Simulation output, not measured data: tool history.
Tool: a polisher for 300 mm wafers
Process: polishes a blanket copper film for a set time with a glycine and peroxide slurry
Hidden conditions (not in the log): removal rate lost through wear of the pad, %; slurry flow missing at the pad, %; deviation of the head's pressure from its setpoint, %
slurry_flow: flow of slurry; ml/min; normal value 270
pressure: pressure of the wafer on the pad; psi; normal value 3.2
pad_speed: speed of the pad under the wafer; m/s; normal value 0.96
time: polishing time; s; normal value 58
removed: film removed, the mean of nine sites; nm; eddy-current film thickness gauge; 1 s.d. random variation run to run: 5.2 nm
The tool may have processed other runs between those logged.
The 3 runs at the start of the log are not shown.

run     day  slurry_flow  pressure  pad_speed  time  wafers since the last listed run  wafers polished on this pad  hours since the slurry nozzle was cleaned  hours since the head pressure was calibrated  incoming thickness of the incoming film, nm  removed
  4   6.017          270       3.2       1.18    58                               461                         5226                                      708.7                                         318.9                                       1685.3    465.5
      7.854  -- slurry nozzle cleaned
  5   8.492          330       2.3       0.96    58                               599                         5825                                       15.3                                         378.3                                       1629.1    331.8
  6  12.483          330       2.3       0.96    58                               983                         6808                                      111.1                                         474.1                                       1654.5    323.4
  7  14.779          270       3.2       0.96    58                               565                         7373                                      166.2                                         529.2                                       1671.3    396.6
     15.058  -- worn pad replaced by a new one
  8  18.879          270       3.2       0.96    58                               968                          941                                      264.6                                         627.6                                       1659.5    389.2
     25.167  -- head pressure recalibrated
  9  26.196          270       3.2       0.96    58                              1781                         2722                                      440.2                                          24.7                                       1630.8    407.3
 10  32.704          270       3.2       0.96    58                              1602                         4325                                      596.4                                         180.9                                       1650.8    404.6
 11  36.138          270       3.2       0.96    58                               845                         5171                                      678.8                                         263.3                                       1638.8    406.8
 12  38.538          270       3.2       0.96    71                               591                         5762                                      736.4                                         320.9                                       1651.2    506.3
 13  40.371          270       3.2       0.96    71                               451                         6213                                      780.4                                         364.9                                       1671.1    505.2
     41.050  -- slurry nozzle cleaned
     42.262  -- worn pad replaced by a new one
 14  42.512          270       2.2       0.96    58                               476                           61                                       35.1                                         416.3                                       1667.4    333.7
 15  45.271          360       3.2       0.96    58                               679                          740                                      101.3                                         482.5                                       1645.0    429.1
 16  48.612          270       3.2       0.96    58                               822                         1563                                      181.5                                         562.7                                       1648.7    416.9
 17  52.279          270       2.6       0.82    75                               903                         2466                                      269.5                                         650.7                                       1629.0    417.6

Predict the results of run 18:
     61.000  -- head pressure recalibrated, repeated, since the last time left the tool worse
 18  65.300          270       3.2       0.62    58                              3186                         5652                                      582.0                                         103.2                                       1650.8        ?

{"run 18": {"removed": 273.4}}
Were there no unlogged condition in the tool, this run, its random variation unchanged, would have produced removed 273.0 nm.
